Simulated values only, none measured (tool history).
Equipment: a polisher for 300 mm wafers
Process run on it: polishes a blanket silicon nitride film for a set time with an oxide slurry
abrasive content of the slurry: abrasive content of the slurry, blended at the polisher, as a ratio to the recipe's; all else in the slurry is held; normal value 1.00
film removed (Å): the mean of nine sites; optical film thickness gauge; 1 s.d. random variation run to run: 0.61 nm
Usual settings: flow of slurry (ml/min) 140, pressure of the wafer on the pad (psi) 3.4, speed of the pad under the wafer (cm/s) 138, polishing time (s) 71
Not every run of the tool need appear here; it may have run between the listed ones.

run	hour	flow of slurry (ml/min)	pressure of the wafer on the pad (psi)	speed of the pad under the wafer (cm/s)	abrasive content of the slurry	polishing time (s)	incoming thickness of the incoming film, nm	film removed (Å)
1	0.0	140	3.4	138	1.00	71	480.5	661
2	120.6	105	4.0	114	1.00	84	469.9	704
3	188.2	100	2.5	120	1.10	71	487.9	492
4	231.3	95	2.2	166	1.15	71	477.1	595
5	309.5	115	4.5	138	1.20	54	477.6	630
6	342.1	140	2.5	138	1.00	71	478.1	550
7	377.0	155	3.0	138	1.00	71	487.7	623
8	429.4	140	3.4	184	1.00	71	473.9	822
9	479.3	140	2.9	138	1.00	57	474.6	484
10	525.4	140	2.9	118	0.90	71	489.0	508
11	553.1	140	3.4	138	1.00	71	485.5	655
12	583.3	140	3.4	106	1.00	71	486.0	537
13	615.6	120	2.7	138	1.00	71	476.1	552
14	671.9	155	2.8	138	1.25	55	478.3	524
15	758.2	140	3.4	138	1.00	71	481.1	659
16	805.2	140	3.4	138	1.00	71	476.5	654
17	833.9	140	2.7	138	0.75	71	480.5	473
18	896.4	140	3.7	138	1.00	71	485.4	697
19	949.5	140	3.9	138	1.00	93	484.2	948
20	1018.4	105	2.3	160	1.10	71	486.4	587
21	1077.1	140	3.4	110	1.00	71	485.3	566
22	1125.8	185	2.4	138	1.00	91	479.3	731
23	1163.3	90	3.4	138	1.00	71	483.5	607
24	1196.0	95	3.4	112	1.00	58	482.9	425

Taken out of this log: 11 entries between the listed runs. Where each belongs, and how the hidden state differs across it:
From run 1 to run 2: slurry blender recalibrated (hour 118.6)
  no difference in the tool's unlogged condition between these two runs
From run 3 to run 4: conditioning disc replaced and pad reconditioned (hour 200.3)
  no difference in the tool's unlogged condition between these two runs
From run 4 to run 5: head pressure recalibrated (hour 297.2)
  no difference in the tool's unlogged condition between these two runs
From run 6 to run 7: slurry nozzle cleaned (hour 355.9)
  no difference in the tool's unlogged condition between these two runs
From run 8 to run 9: worn pad replaced by a new one (hour 434.7)
  no difference in the tool's unlogged condition between these two runs
From run 10 to run 11: slurry blender recalibrated (hour 547.7)
  no difference in the tool's unlogged condition between these two runs
From run 14 to run 15: conditioning disc replaced and pad reconditioned (hour 719.2)
  no difference in the tool's unlogged condition between these two runs
From run 15 to run 16: slurry nozzle cleaned (hour 769.1)
  no difference in the tool's unlogged condition between these two runs
From run 19 to run 20: worn pad replaced by a new one (hour 962.1)
  no difference in the tool's unlogged condition between these two runs
From run 20 to run 21: slurry blender recalibrated (hour 1049.5)
  no difference in the tool's unlogged condition between these two runs
From run 22 to run 23: conditioning disc replaced and pad reconditioned (hour 1139.0)
  no difference in the tool's unlogged condition between these two runs

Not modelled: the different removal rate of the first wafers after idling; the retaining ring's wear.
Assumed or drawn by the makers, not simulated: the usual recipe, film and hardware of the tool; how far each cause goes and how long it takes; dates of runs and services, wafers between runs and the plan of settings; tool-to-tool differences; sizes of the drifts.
